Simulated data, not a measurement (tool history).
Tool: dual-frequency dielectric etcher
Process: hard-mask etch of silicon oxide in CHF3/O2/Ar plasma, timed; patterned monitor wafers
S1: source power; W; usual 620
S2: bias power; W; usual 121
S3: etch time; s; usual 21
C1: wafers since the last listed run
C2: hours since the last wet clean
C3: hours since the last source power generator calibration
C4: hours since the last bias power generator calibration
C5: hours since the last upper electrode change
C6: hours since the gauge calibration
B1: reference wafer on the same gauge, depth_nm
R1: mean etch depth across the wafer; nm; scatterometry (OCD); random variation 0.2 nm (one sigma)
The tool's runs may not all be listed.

run,day,S1,S2,S3,C1,C2,C3,C4,C5,C6,B1,R1
1,0,620,110,21,0,454.5,3274.5,2875.2,3782.9,119.9,44.27,40.84
2,0.625,620,110,21,126,469.5,3289.5,2890.2,3797.9,134.9,44.26,40.97
3,0.946,620,103,21,64,477.2,3297.2,2897.9,3805.6,142.6,44.21,40.19
4,1.483,620,121,21,108,490.1,3310.1,2910.8,3818.5,155.5,44.27,42.26
5,1.758,500,121,21,55,496.7,3316.7,2917.4,3825.1,162.1,44.29,38.7
6,2.175,500,121,21,84,506.7,3326.7,2927.4,3835.1,172.1,44.31,39.07
7,2.458,500,121,21,57,513.5,3333.5,2934.2,3841.9,178.9,44.24,39.07
8,3.192,520,121,21,148,531.1,3351.1,2951.8,3859.5,196.5,44.29,39.29
9,3.725,520,121,21,108,543.9,3363.9,2964.6,3872.3,209.3,44.31,39.28
10,4.308,520,121,21,118,557.9,3377.9,2978.6,3886.3,223.3,44.29,39.5
# day 6.138: wet clean of the chamber
11,6.158,620,121,21,172,0.5,3422.3,3023,3930.7,267.7,44.32,40.81
# day 6.421: gauge calibrated
# day 6.571: source power generator calibrated
12,6.592,620,121,21,54,10.9,0.5,3033.4,3941.1,4.1,44.3,40.71
# day 7.771: upper electrode replaced
13,8.512,620,121,16.5,186,57,46.6,3079.5,17.8,50.2,44.28,32.03
14,8.925,620,113,23,83,66.9,56.5,3089.4,27.7,60.1,44.25,43.89
15,9.242,660,144,21,64,74.5,64.1,3097,35.3,67.7,44.28,45.17
# day 9.479: bias power generator calibrated
16,9.925,620,121,21,104,90.9,80.5,10.7,51.7,84.1,44.26,40.85
17,10.258,620,107,24,67,98.9,88.5,18.7,59.7,92.1,44.33,44.74
18,10.517,480,121,21,52,105.1,94.7,24.9,65.9,98.3,44.25,36.71
19,11.183,740,147,17,135,121.1,110.7,40.9,81.9,114.3,44.28,38.67
20,11.8,620,121,21,124,135.9,125.5,55.7,96.7,129.1,44.34,41.52
21,12.108,480,121,25,62,143.3,132.9,63.1,104.1,136.5,44.34,44.2

Forecast each of these 4 alternatives for the next run:
A,12.125,620,121,21,3,143.7,133.3,63.5,104.5,136.9,?,?
B,12.125,730,150,18.5,3,143.7,133.3,63.5,104.5,136.9,?,?
C,12.125,480,121,26,3,143.7,133.3,63.5,104.5,136.9,?,?
D,12.125,740,149,21,3,143.7,133.3,63.5,104.5,136.9,?,?

run,B1,R1
A,44.33,41.05
B,44.33,41.84
C,44.33,45.51
D,44.33,47.65
Without the tool's hidden state the same runs would have given:
run,R1
A,40.82
B,41.6
C,45.26
D,47.38
